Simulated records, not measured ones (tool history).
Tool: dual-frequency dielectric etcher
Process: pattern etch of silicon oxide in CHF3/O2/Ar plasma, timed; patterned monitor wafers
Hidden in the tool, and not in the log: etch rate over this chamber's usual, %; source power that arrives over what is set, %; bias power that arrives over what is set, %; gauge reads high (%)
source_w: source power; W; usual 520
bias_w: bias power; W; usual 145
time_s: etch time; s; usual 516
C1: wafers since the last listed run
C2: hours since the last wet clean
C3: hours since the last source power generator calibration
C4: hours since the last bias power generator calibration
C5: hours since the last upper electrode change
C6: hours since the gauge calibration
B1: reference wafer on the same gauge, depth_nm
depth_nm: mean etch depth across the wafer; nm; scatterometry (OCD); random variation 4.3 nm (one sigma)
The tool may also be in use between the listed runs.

Run 1, hour 0: usual settings; C1 0; C2 28.2; C3 1809.7; C4 4361.5; C5 3336.1; C6 210.6; B1 921.2. Result: depth_nm 944.3 nm.
Run 2, hour 66: usual settings; C1 191; C2 94.2; C3 1875.7; C4 4427.5; C5 3402.1; C6 276.6; B1 920.3. Result: depth_nm 946.6 nm.
Run 3, hour 106.1: usual settings; C1 116; C2 134.3; C3 1915.8; C4 4467.6; C5 3442.2; C6 316.7; B1 920.9. Result: depth_nm 950 nm.
Run 4, hour 149.8: usual settings; C1 126; C2 178; C3 1959.5; C4 4511.3; C5 3485.9; C6 360.4; B1 920. Result: depth_nm 945.8 nm.
Run 5, hour 240.2: usual settings but source_w 430 W; C1 262; C2 268.4; C3 2049.9; C4 4601.7; C5 3576.3; C6 450.8; B1 919.1. Result: depth_nm 881.1 nm.
At hour 308.8: upper electrode replaced.
Run 6, hour 309.3: usual settings but source_w 430 W; C1 130; C2 337.5; C3 2119; C4 4670.8; C5 0.5; C6 519.9; B1 917. Result: depth_nm 880.1 nm.
At hour 345.1: wet clean of the chamber.
Run 7, hour 352.6: usual settings but time_s 586.5 s; C1 55; C2 7.5; C3 2162.3; C4 4714.1; C5 43.8; C6 563.2; B1 916.1. Result: depth_nm 1070.1 nm.
Run 8, hour 394.8: usual settings but source_w 560 W, time_s 556 s; C1 122; C2 49.7; C3 2204.5; C4 4756.3; C5 86; C6 605.4; B1 915.3. Result: depth_nm 1035.6 nm.
Run 9, hour 458: usual settings but bias_w 156 W; C1 183; C2 112.9; C3 2267.7; C4 4819.5; C5 149.2; C6 668.6; B1 912.7. Result: depth_nm 967.4 nm.
Run 10, hour 526: usual settings but bias_w 157 W; C1 197; C2 180.9; C3 2335.7; C4 4887.5; C5 217.2; C6 736.6; B1 911.5. Result: depth_nm 962.1 nm.
Run 11, hour 605.4: usual settings but source_w 400 W; C1 230; C2 260.3; C3 2415.1; C4 4966.9; C5 296.6; C6 816; B1 908.2. Result: depth_nm 843.9 nm.
Run 12, hour 660.6: usual settings but time_s 588.5 s; C1 160; C2 315.5; C3 2470.3; C4 5022.1; C5 351.8; C6 871.2; B1 906.7. Result: depth_nm 1065.7 nm.
At hour 714.8: wet clean of the chamber.
Run 13, hour 715.3: usual settings but time_s 416 s; C1 89; C2 0.5; C3 2525; C4 5076.8; C5 406.5; C6 925.9; B1 905.3. Result: depth_nm 749.4 nm.
Run 14, hour 740.8: usual settings but source_w 610 W, bias_w 167 W, time_s 598.5 s; C1 73; C2 26; C3 2550.5; C4 5102.3; C5 432; C6 951.4; B1 904.2. Result: depth_nm 1181.5 nm.
At hour 761: gauge calibrated.
At hour 767.4: source power generator calibrated.
At hour 770.3: bias power generator calibrated.
Run 15, hour 770.8: usual settings; C1 66; C2 56; C3 3.4; C4 0.5; C5 462; C6 9.8; B1 922.9. Result: depth_nm 945.4 nm.
Run 16, hour 795.8: usual settings but time_s 458 s; C1 72; C2 81; C3 28.4; C4 25.5; C5 487; C6 34.8; B1 923.3. Result: depth_nm 845.9 nm.
Run 17, hour 849.3: usual settings but bias_w 176 W, time_s 395 s; C1 155; C2 134.5; C3 81.9; C4 79; C5 540.5; C6 88.3; B1 922.3. Result: depth_nm 766.5 nm.
Run 18, hour 890.5: usual settings but source_w 480 W; C1 119; C2 175.7; C3 123.1; C4 120.2; C5 581.7; C6 129.5; B1 922.6. Result: depth_nm 924.1 nm.
Run 19, hour 940.9: usual settings but source_w 450 W, time_s 434 s; C1 146; C2 226.1; C3 173.5; C4 170.6; C5 632.1; C6 179.9; B1 922. Result: depth_nm 750.1 nm.
Run 20, hour 965.3: usual settings; C1 70; C2 250.5; C3 197.9; C4 195; C5 656.5; C6 204.3; B1 922.1. Result: depth_nm 951.4 nm.
Run 21, hour 997.9: usual settings but source_w 570 W, bias_w 161 W, time_s 574 s; C1 94; C2 283.1; C3 230.5; C4 227.6; C5 689.1; C6 236.9; B1 921.7. Result: depth_nm 1124.2 nm.

Forecast each of these 3 alternatives for the next run:
Run A, hour 998.5: usual settings but bias_w 132 W; C1 1; C2 283.7; C3 231.1; C4 228.2; C5 689.7; C6 237.5; B1 ?. Result: depth_nm ?.
Run B, hour 998.5: usual settings but time_s 602 s; C1 1; C2 283.7; C3 231.1; C4 228.2; C5 689.7; C6 237.5; B1 ?. Result: depth_nm ?.
Run C, hour 998.5: usual settings but source_w 570 W, bias_w 113 W, time_s 642 s; C1 1; C2 283.7; C3 231.1; C4 228.2; C5 689.7; C6 237.5; B1 ?. Result: depth_nm ?.

run     B1  depth_nm
  A  922.3     922.5
  B  922.3    1102.2
  C  922.3    1145.1
Without the tool's hidden state the same runs would have given:
run  depth_nm
  A     922.8
  B    1102.5
  C    1145.5
